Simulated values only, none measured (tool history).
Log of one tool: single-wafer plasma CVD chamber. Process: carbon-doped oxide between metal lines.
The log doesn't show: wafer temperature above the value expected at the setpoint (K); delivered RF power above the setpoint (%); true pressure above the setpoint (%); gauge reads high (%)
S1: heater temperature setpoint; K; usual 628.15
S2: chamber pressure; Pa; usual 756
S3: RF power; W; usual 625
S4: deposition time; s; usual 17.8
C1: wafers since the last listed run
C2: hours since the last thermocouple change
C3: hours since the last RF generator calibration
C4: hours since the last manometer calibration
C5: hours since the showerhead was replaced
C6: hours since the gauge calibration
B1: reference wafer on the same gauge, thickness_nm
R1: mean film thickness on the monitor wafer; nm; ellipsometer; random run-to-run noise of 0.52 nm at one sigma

{"run": 1, "hour": 0.0, "S1": 628.15, "S2": 756, "S3": 625, "S4": 17.8, "C1": 0, "C2": 1006.3, "C3": 793.9, "C4": 1498.2, "C5": 3568.1, "C6": 266.1, "B1": 95.299, "R1": 99.988}
{"run": 2, "hour": 27.8, "S1": 628.15, "S2": 756, "S3": 625, "S4": 17.8, "C1": 732, "C2": 1034.1, "C3": 821.7, "C4": 1526.0, "C5": 3595.9, "C6": 293.9, "B1": 95.215, "R1": 100.674}
{"run": 3, "hour": 51.5, "S1": 628.15, "S2": 756, "S3": 625, "S4": 17.8, "C1": 624, "C2": 1057.8, "C3": 845.4, "C4": 1549.7, "C5": 3619.6, "C6": 317.6, "B1": 95.127, "R1": 100.217}
{"run": 4, "hour": 78.2, "S1": 628.15, "S2": 756, "S3": 625, "S4": 17.8, "C1": 703, "C2": 1084.5, "C3": 872.1, "C4": 1576.4, "C5": 3646.3, "C6": 344.3, "B1": 94.906, "R1": 100.284}
{"run": 5, "hour": 93.3, "S1": 628.15, "S2": 756, "S3": 625, "S4": 17.8, "C1": 397, "C2": 1099.6, "C3": 887.2, "C4": 1591.5, "C5": 3661.4, "C6": 359.4, "B1": 95.096, "R1": 100.794}
{"hour": 100.4, "done": "gauge calibrated"}
{"run": 6, "hour": 121.5, "S1": 628.15, "S2": 756, "S3": 625, "S4": 17.8, "C1": 742, "C2": 1127.8, "C3": 915.4, "C4": 1619.7, "C5": 3689.6, "C6": 21.1, "B1": 94.897, "R1": 99.889}
{"run": 7, "hour": 142.6, "S1": 628.15, "S2": 756, "S3": 625, "S4": 17.8, "C1": 555, "C2": 1148.9, "C3": 936.5, "C4": 1640.8, "C5": 3710.7, "C6": 42.2, "B1": 94.73, "R1": 100.396}
{"hour": 182.4, "done": "thermocouple changed; heater temperature recalibrated"}
{"run": 8, "hour": 182.9, "S1": 628.15, "S2": 756, "S3": 625, "S4": 17.8, "C1": 850, "C2": 0.5, "C3": 976.8, "C4": 1681.1, "C5": 3751.0, "C6": 82.5, "B1": 95.103, "R1": 98.621}
{"run": 9, "hour": 214.3, "S1": 628.15, "S2": 756, "S3": 625, "S4": 17.8, "C1": 826, "C2": 31.9, "C3": 1008.2, "C4": 1712.5, "C5": 3782.4, "C6": 113.9, "B1": 94.969, "R1": 99.306}
{"run": 10, "hour": 248.7, "S1": 628.15, "S2": 756, "S3": 625, "S4": 17.8, "C1": 905, "C2": 66.3, "C3": 1042.6, "C4": 1746.9, "C5": 3816.8, "C6": 148.3, "B1": 95.107, "R1": 99.135}
{"run": 11, "hour": 275.5, "S1": 628.15, "S2": 856, "S3": 625, "S4": 17.8, "C1": 705, "C2": 93.1, "C3": 1069.4, "C4": 1773.7, "C5": 3843.6, "C6": 175.1, "B1": 95.078, "R1": 99.249}
{"run": 12, "hour": 289.3, "S1": 628.15, "S2": 756, "S3": 530, "S4": 17.8, "C1": 363, "C2": 106.9, "C3": 1083.2, "C4": 1787.5, "C5": 3857.4, "C6": 188.9, "B1": 95.035, "R1": 88.169}
{"run": 13, "hour": 312.3, "S1": 628.15, "S2": 756, "S3": 530, "S4": 17.8, "C1": 605, "C2": 129.9, "C3": 1106.2, "C4": 1810.5, "C5": 3880.4, "C6": 211.9, "B1": 95.077, "R1": 88.364}
{"run": 14, "hour": 329.3, "S1": 628.15, "S2": 888, "S3": 515, "S4": 17.8, "C1": 447, "C2": 146.9, "C3": 1123.2, "C4": 1827.5, "C5": 3897.4, "C6": 228.9, "B1": 95.004, "R1": 88.266}
{"run": 15, "hour": 344.8, "S1": 628.15, "S2": 756, "S3": 715, "S4": 17.8, "C1": 408, "C2": 162.4, "C3": 1138.7, "C4": 1843.0, "C5": 3912.9, "C6": 244.4, "B1": 95.094, "R1": 106.291}
{"run": 16, "hour": 375.5, "S1": 628.15, "S2": 756, "S3": 625, "S4": 17.8, "C1": 808, "C2": 193.1, "C3": 1169.4, "C4": 1873.7, "C5": 3943.6, "C6": 275.1, "B1": 95.026, "R1": 97.692}
{"run": 17, "hour": 399.0, "S1": 628.15, "S2": 872, "S3": 545, "S4": 17.8, "C1": 618, "C2": 216.6, "C3": 1192.9, "C4": 1897.2, "C5": 3967.1, "C6": 298.6, "B1": 94.966, "R1": 91.042}
{"run": 18, "hour": 423.9, "S1": 615.15, "S2": 593, "S3": 710, "S4": 15.9, "C1": 655, "C2": 241.5, "C3": 1217.8, "C4": 1922.1, "C5": 3992.0, "C6": 323.5, "B1": 94.975, "R1": 94.491}
{"hour": 447.3, "done": "RF generator calibrated"}
{"hour": 455.0, "done": "capacitance manometer re-zeroed and calibrated"}
{"run": 19, "hour": 455.5, "S1": 618.15, "S2": 816, "S3": 625, "S4": 15.6, "C1": 418, "C2": 273.1, "C3": 8.2, "C4": 0.5, "C5": 4023.6, "C6": 355.1, "B1": 95.126, "R1": 94.505}
{"run": 20, "hour": 469.1, "S1": 628.15, "S2": 608, "S3": 745, "S4": 17.8, "C1": 358, "C2": 286.7, "C3": 21.8, "C4": 14.1, "C5": 4037.2, "C6": 368.7, "B1": 95.162, "R1": 110.722}
{"hour": 483.4, "done": "showerhead replaced"}
{"run": 21, "hour": 496.1, "S1": 628.15, "S2": 756, "S3": 625, "S4": 17.8, "C1": 500, "C2": 313.7, "C3": 48.8, "C4": 41.1, "C5": 12.7, "C6": 395.7, "B1": 94.974, "R1": 103.503}
{"hour": 513.0, "done": "gauge calibrated"}
{"run": 22, "hour": 525.5, "S1": 643.15, "S2": 756, "S3": 730, "S4": 16.1, "C1": 774, "C2": 343.1, "C3": 78.2, "C4": 70.5, "C5": 42.1, "C6": 12.5, "B1": 95.081, "R1": 97.666}
{"run": 23, "hour": 542.2, "S1": 638.15, "S2": 756, "S3": 730, "S4": 15.2, "C1": 439, "C2": 359.8, "C3": 94.9, "C4": 87.2, "C5": 58.8, "C6": 29.2, "B1": 94.951, "R1": 93.847}
{"run": 24, "hour": 564.0, "S1": 628.15, "S2": 756, "S3": 625, "S4": 14.6, "C1": 574, "C2": 381.6, "C3": 116.7, "C4": 109.0, "C5": 80.6, "C6": 51.0, "B1": 94.701, "R1": 85.351}
{"run": 25, "hour": 576.8, "S1": 628.15, "S2": 756, "S3": 625, "S4": 17.8, "C1": 337, "C2": 394.4, "C3": 129.5, "C4": 121.8, "C5": 93.4, "C6": 63.8, "B1": 95.062, "R1": 104.02}
{"run": 26, "hour": 589.1, "S1": 620.15, "S2": 937, "S3": 625, "S4": 15.2, "C1": 323, "C2": 406.7, "C3": 141.8, "C4": 134.1, "C5": 105.7, "C6": 76.1, "B1": 94.953, "R1": 93.0}
{"run": 27, "hour": 619.4, "S1": 628.15, "S2": 756, "S3": 625, "S4": 17.8, "C1": 797, "C2": 437.0, "C3": 172.1, "C4": 164.4, "C5": 136.0, "C6": 106.4, "B1": 94.844, "R1": 103.047}
{"run": 28, "hour": 638.0, "S1": 619.15, "S2": 756, "S3": 625, "S4": 17.8, "C1": 489, "C2": 455.6, "C3": 190.7, "C4": 183.0, "C5": 154.6, "C6": 125.0, "B1": 94.977, "R1": 106.354}
{"run": 29, "hour": 665.1, "S1": 643.15, "S2": 689, "S3": 625, "S4": 16.2, "C1": 713, "C2": 482.7, "C3": 217.8, "C4": 210.1, "C5": 181.7, "C6": 152.1, "B1": 94.984, "R1": 88.091}

Measured minus without-hidden-state, run by run (identical run-to-run variation in each term; gauge scatter may differ):
run=1 R1=-2.798
run=2 R1=-3.005
run=3 R1=-3.156
run=4 R1=-3.352
run=5 R1=-3.480
run=6 R1=-3.664
run=7 R1=-3.849
run=8 R1=-4.106
run=9 R1=-4.401
run=10 R1=-4.696
run=11 R1=-4.947
run=12 R1=-4.660
run=13 R1=-4.876
run=14 R1=-5.058
run=15 R1=-5.887
run=16 R1=-5.839
run=17 R1=-5.843
run=18 R1=-6.030
run=19 R1=-0.206
run=20 R1=-0.238
run=21 R1=-0.235
run=22 R1=-0.231
run=23 R1=-0.233
run=24 R1=-0.231
run=25 R1=-0.294
run=26 R1=-0.275
run=27 R1=-0.342
run=28 R1=-0.381
run=29 R1=-0.354
